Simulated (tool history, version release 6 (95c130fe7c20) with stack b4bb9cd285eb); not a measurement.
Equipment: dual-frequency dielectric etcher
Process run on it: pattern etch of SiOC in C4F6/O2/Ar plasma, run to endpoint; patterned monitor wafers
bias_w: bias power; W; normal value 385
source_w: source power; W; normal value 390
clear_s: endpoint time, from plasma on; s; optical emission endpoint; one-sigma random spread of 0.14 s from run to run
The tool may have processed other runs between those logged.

run     day  bias_w  source_w  wafers since the last listed run  hours since the last wet clean  hours since the last bias power generator calibration  hours since the last source power generator calibration  hours since the last upper electrode change  incoming incoming film thickness, nm  clear_s
  1       0     360       390                                 0                             0.8                                                 2862.7                                                   2346.6                                       3472.3                                 48.61     21.5
  2   0.888     360       390                               283                            22.1                                                   2884                                                   2367.9                                       3493.6                                 48.47     21.5
      2.958  -- upper electrode replaced
  3   4.517     363       420                               839                           109.2                                                 2971.1                                                     2455                                         37.4                                 48.91     21.5
  4   5.783     315       390                               404                           139.6                                                 3001.5                                                   2485.4                                         67.8                                 48.53     22.5
  5   6.617     385       450                               266                           159.6                                                 3021.5                                                   2505.4                                         87.8                                 49.15     20.9
  6   7.592     385       450                               311                             183                                                 3044.9                                                   2528.8                                        111.2                                 48.25     20.6
  7   8.371     385       350                               248                           201.7                                                 3063.6                                                   2547.5                                        129.9                                 50.01     23.5
  8   9.025     385       350                               208                           217.4                                                 3079.3                                                   2563.2                                        145.6                                 48.67     22.9
      9.367  -- bias power generator calibrated
  9  10.304     385       350                               355                           248.1                                                   22.5                                                   2593.9                                        176.3                                 48.93     22.9
 10  11.467     385       390                               371                             276                                                   50.4                                                   2621.8                                        204.2                                 48.51     22.1
 11  12.067     423       430                               191                           290.4                                                   64.8                                                   2636.2                                        218.6                                 48.74     20.9
 12   12.95     385       390                               282                           311.6                                                     86                                                   2657.4                                        239.8                                 48.76     22.3
 13  13.825     440       450                               279                           332.6                                                    107                                                   2678.4                                        260.8                                 48.54     20.5
 14  14.975     435       390                               367                           360.2                                                  134.6                                                     2706                                        288.4                                  48.8       22
     16.929  -- wet clean of the chamber
 15   16.95     358       460                               311                             0.5                                                    182                                                   2753.4                                        335.8                                  48.5     20.2
 16  17.029     385       390                                25                             2.4                                                  183.9                                                   2755.3                                        337.7                                  48.9     21.6
 17  17.704     317       480                               215                            18.6                                                  200.1                                                   2771.5                                        353.9                                 48.69     20.5
 18  18.692     470       440                               315                            42.3                                                  223.8                                                   2795.2                                        377.6                                 48.67     19.8
 19  19.204     385       390                               163                            54.6                                                  236.1                                                   2807.5                                        389.9                                 48.99     21.5
 20  20.242     293       420                               331                            79.5                                                    261                                                   2832.4                                        414.8                                 48.19     21.4
 21  21.462     385       390                               390                           108.8                                                  290.3                                                   2861.7                                        444.1                                 48.76     21.6
     21.862  -- source power generator calibrated
 22  22.462     347       330                               266                           132.8                                                  314.3                                                     14.4                                        468.1                                 48.76     23.6
 23  22.975     385       290                               163                           145.1                                                  326.6                                                     26.7                                        480.4                                  48.9     24.8
 24  24.375     426       460                               447                           178.7                                                  360.2                                                     60.3                                          514                                 48.38     19.8
 25  25.804     385       390                               456                             213                                                  394.5                                                     94.6                                        548.3                                  49.3     22.3
 26  26.471     423       430                               212                             229                                                  410.5                                                    110.6                                        564.3                                 48.89     20.7
 27  28.833     335       390                               754                           285.7                                                  467.2                                                    167.3                                          621                                 48.83     22.7
 28  30.079     385       480                               398                           315.6                                                  497.1                                                    197.2                                        650.9                                 48.54     20.4
 29  31.429     385       340                               431                             348                                                  529.5                                                    229.6                                        683.3                                 48.36     23.3
     32.712  -- wet clean of the chamber
 30  32.733     335       300                                97                             0.5                                                  560.8                                                    260.9                                        714.6                                 48.63       24
 31  33.704     328       310                               310                            23.8                                                  584.1                                                    284.2                                        737.9                                 48.51     23.8
 32  34.679     457       420                               311                            47.2                                                  607.5                                                    307.6                                        761.3                                 48.38     19.8
 33  35.275     385       420                               190                            61.5                                                  621.8                                                    321.9                                        775.6                                 48.94     20.9
 34  36.492     385       390                               388                            90.7                                                    651                                                    351.1                                        804.8                                 48.75     21.6

What differs in the tool's unlogged condition from the final listed run ahead of each entry between runs to the first listed run following it?
Runs 2 to 3: upper electrode replaced (day 2.958)
  etch rate over this chamber's usual, %: -0.933 -> -2.08
  difference, measured minus the result without the unlogged condition, clear_s: +0.2 -> +0.5 s
Runs 8 to 9: bias power generator calibrated (day 9.367)
  etch rate over this chamber's usual, %: -3.5 -> -3.91
  difference, measured minus the result without the unlogged condition, clear_s: +0.8 -> +0.9 s
Runs 14 to 15: wet clean of the chamber (day 16.929)
  etch rate over this chamber's usual, %: -5.39 -> -0.166
  difference, measured minus the result without the unlogged condition, clear_s: +1.1 -> +0.1 s
Runs 21 to 22: source power generator calibrated (day 21.862)
  etch rate over this chamber's usual, %: -1.59 -> -1.91
  difference, measured minus the result without the unlogged condition, clear_s: +0.3 -> +0.4 s
Runs 29 to 30: wet clean of the chamber (day 32.712)
  etch rate over this chamber's usual, %: -4.74 -> 0.199
  difference, measured minus the result without the unlogged condition, clear_s: +1.1 -> -0.1 s
